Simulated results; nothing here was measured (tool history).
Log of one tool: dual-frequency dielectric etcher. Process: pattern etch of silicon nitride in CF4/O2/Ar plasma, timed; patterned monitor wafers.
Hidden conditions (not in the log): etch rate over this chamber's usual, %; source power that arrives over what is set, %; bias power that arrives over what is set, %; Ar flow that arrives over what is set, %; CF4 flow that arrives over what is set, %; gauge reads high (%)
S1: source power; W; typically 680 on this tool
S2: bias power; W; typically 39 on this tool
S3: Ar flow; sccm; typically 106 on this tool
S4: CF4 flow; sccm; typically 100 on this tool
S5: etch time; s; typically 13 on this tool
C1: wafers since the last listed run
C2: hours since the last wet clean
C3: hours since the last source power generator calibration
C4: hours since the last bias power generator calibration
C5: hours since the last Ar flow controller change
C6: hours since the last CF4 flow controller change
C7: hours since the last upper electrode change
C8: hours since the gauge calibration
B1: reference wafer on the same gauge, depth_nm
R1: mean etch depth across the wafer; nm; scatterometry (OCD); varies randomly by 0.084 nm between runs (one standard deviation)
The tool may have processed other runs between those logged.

run 1 hour=0 | S1=680 S2=39 S3=106 S4=100 S5=13 | C1=0 C2=422.6 C3=42.5 C4=2904.9 C5=3620.7 C6=6496.8 C7=1882.7 C8=945.9 | B1=30.52 | R1=28.82
-- hour=42.1 gauge calibrated
-- hour=42.2 wet clean of the chamber
run 2 hour=72 | S1=680 S2=39 S3=106 S4=100 S5=13 | C1=760 C2=29.8 C3=114.5 C4=2976.9 C5=3692.7 C6=6568.8 C7=1954.7 C8=29.9 | B1=30.51 | R1=28.06
run 3 hour=109.1 | S1=680 S2=39 S3=106 S4=100 S5=13 | C1=587 C2=66.9 C3=151.6 C4=3014 C5=3729.8 C6=6605.9 C7=1991.8 C8=67 | B1=30.53 | R1=28.23
run 4 hour=139.4 | S1=680 S2=39 S3=106 S4=100 S5=13 | C1=479 C2=97.2 C3=181.9 C4=3044.3 C5=3760.1 C6=6636.2 C7=2022.1 C8=97.3 | B1=30.49 | R1=28.38
-- hour=165.5 bias power generator calibrated
-- hour=177.5 CF4 flow controller replaced
run 5 hour=188.7 | S1=680 S2=39 S3=106 S4=100 S5=13 | C1=622 C2=146.5 C3=231.2 C4=23.2 C5=3809.4 C6=11.2 C7=2071.4 C8=146.6 | B1=30.49 | R1=28.3
run 6 hour=232.4 | S1=800 S2=39 S3=106 S4=88 S5=17 | C1=692 C2=190.2 C3=274.9 C4=66.9 C5=3853.1 C6=54.9 C7=2115.1 C8=190.3 | B1=30.47 | R1=40.54
-- hour=268.1 Ar flow controller replaced
run 7 hour=302.4 | S1=550 S2=39 S3=106 S4=100 S5=13 | C1=1013 C2=260.2 C3=344.9 C4=136.9 C5=34.3 C6=124.9 C7=2185.1 C8=260.3 | B1=30.5 | R1=24.76
run 8 hour=355.6 | S1=680 S2=31 S3=106 S4=100 S5=13 | C1=842 C2=313.4 C3=398.1 C4=190.1 C5=87.5 C6=178.1 C7=2238.3 C8=313.5 | B1=30.46 | R1=26.59
run 9 hour=419.9 | S1=680 S2=39 S3=122 S4=100 S5=11.5 | C1=1018 C2=377.7 C3=462.4 C4=254.4 C5=151.8 C6=242.4 C7=2302.6 C8=377.8 | B1=30.48 | R1=24.99
run 10 hour=457.8 | S1=680 S2=33 S3=106 S4=100 S5=13 | C1=600 C2=415.6 C3=500.3 C4=292.3 C5=189.7 C6=280.3 C7=2340.5 C8=415.7 | B1=30.5 | R1=27.35
-- hour=496.6 wet clean of the chamber
-- hour=519.5 upper electrode replaced
run 11 hour=520 | S1=830 S2=34 S3=125 S4=119 S5=13 | C1=242 C2=23.4 C3=562.5 C4=354.5 C5=251.9 C6=342.5 C7=0.5 C8=477.9 | B1=30.5 | R1=31.49
run 12 hour=554.5 | S1=680 S2=39 S3=106 S4=100 S5=13 | C1=546 C2=57.9 C3=597 C4=389 C5=286.4 C6=377 C7=35 C8=512.4 | B1=30.5 | R1=28.5
run 13 hour=589 | S1=810 S2=48 S3=92 S4=100 S5=9.5 | C1=546 C2=92.4 C3=631.5 C4=423.5 C5=320.9 C6=411.5 C7=69.5 C8=546.9 | B1=30.52 | R1=25.88
run 14 hour=643.5 | S1=680 S2=39 S3=106 S4=100 S5=13 | C1=863 C2=146.9 C3=686 C4=478 C5=375.4 C6=466 C7=124 C8=601.4 | B1=30.48 | R1=28.68
run 15 hour=692.3 | S1=680 S2=33 S3=106 S4=100 S5=13 | C1=773 C2=195.7 C3=734.8 C4=526.8 C5=424.2 C6=514.8 C7=172.8 C8=650.2 | B1=30.48 | R1=27.39
run 16 hour=727.5 | S1=680 S2=39 S3=123 S4=108 S5=13 | C1=557 C2=230.9 C3=770 C4=562 C5=459.4 C6=550 C7=208 C8=685.4 | B1=30.51 | R1=28.73
run 17 hour=752.1 | S1=680 S2=39 S3=117 S4=100 S5=13 | C1=389 C2=255.5 C3=794.6 C4=586.6 C5=484 C6=574.6 C7=232.6 C8=710 | B1=30.48 | R1=28.59
run 18 hour=800.3 | S1=680 S2=39 S3=106 S4=100 S5=13 | C1=763 C2=303.7 C3=842.8 C4=634.8 C5=532.2 C6=622.8 C7=280.8 C8=758.2 | B1=30.46 | R1=29.12
run 19 hour=859.3 | S1=680 S2=39 S3=106 S4=100 S5=13 | C1=934 C2=362.7 C3=901.8 C4=693.8 C5=591.2 C6=681.8 C7=339.8 C8=817.2 | B1=30.48 | R1=29.21
run 20 hour=893.9 | S1=680 S2=39 S3=88 S4=122 S5=13 | C1=548 C2=397.3 C3=936.4 C4=728.4 C5=625.8 C6=716.4 C7=374.4 C8=851.8 | B1=30.49 | R1=30.85

Branching from run 20: 5 alternative next runs. What would each branch give?
run A hour=894.3 | S1=680 S2=39 S3=106 S4=100 S5=13 | C1=6 C2=397.7 C3=936.8 C4=728.8 C5=626.2 C6=716.8 C7=374.8 C8=852.2 | B1=? | R1=?
run B hour=894.3 | S1=680 S2=39 S3=115 S4=100 S5=13 | C1=6 C2=397.7 C3=936.8 C4=728.8 C5=626.2 C6=716.8 C7=374.8 C8=852.2 | B1=? | R1=?
run C hour=894.3 | S1=680 S2=39 S3=81 S4=100 S5=15 | C1=6 C2=397.7 C3=936.8 C4=728.8 C5=626.2 C6=716.8 C7=374.8 C8=852.2 | B1=? | R1=?
run D hour=894.3 | S1=680 S2=34 S3=106 S4=100 S5=9.5 | C1=6 C2=397.7 C3=936.8 C4=728.8 C5=626.2 C6=716.8 C7=374.8 C8=852.2 | B1=? | R1=?
run E hour=894.3 | S1=680 S2=39 S3=106 S4=100 S5=12 | C1=6 C2=397.7 C3=936.8 C4=728.8 C5=626.2 C6=716.8 C7=374.8 C8=852.2 | B1=? | R1=?

run=A B1=30.52 R1=29.32
run=B B1=30.52 R1=28.98
run=C B1=30.52 R1=35.07
run=D B1=30.52 R1=20.46
run=E B1=30.52 R1=27.06
Had the tool no hidden state, the same runs would have come out as:
run=A R1=28.06
run=B R1=27.73
run=C R1=33.56
run=D R1=19.58
run=E R1=25.9
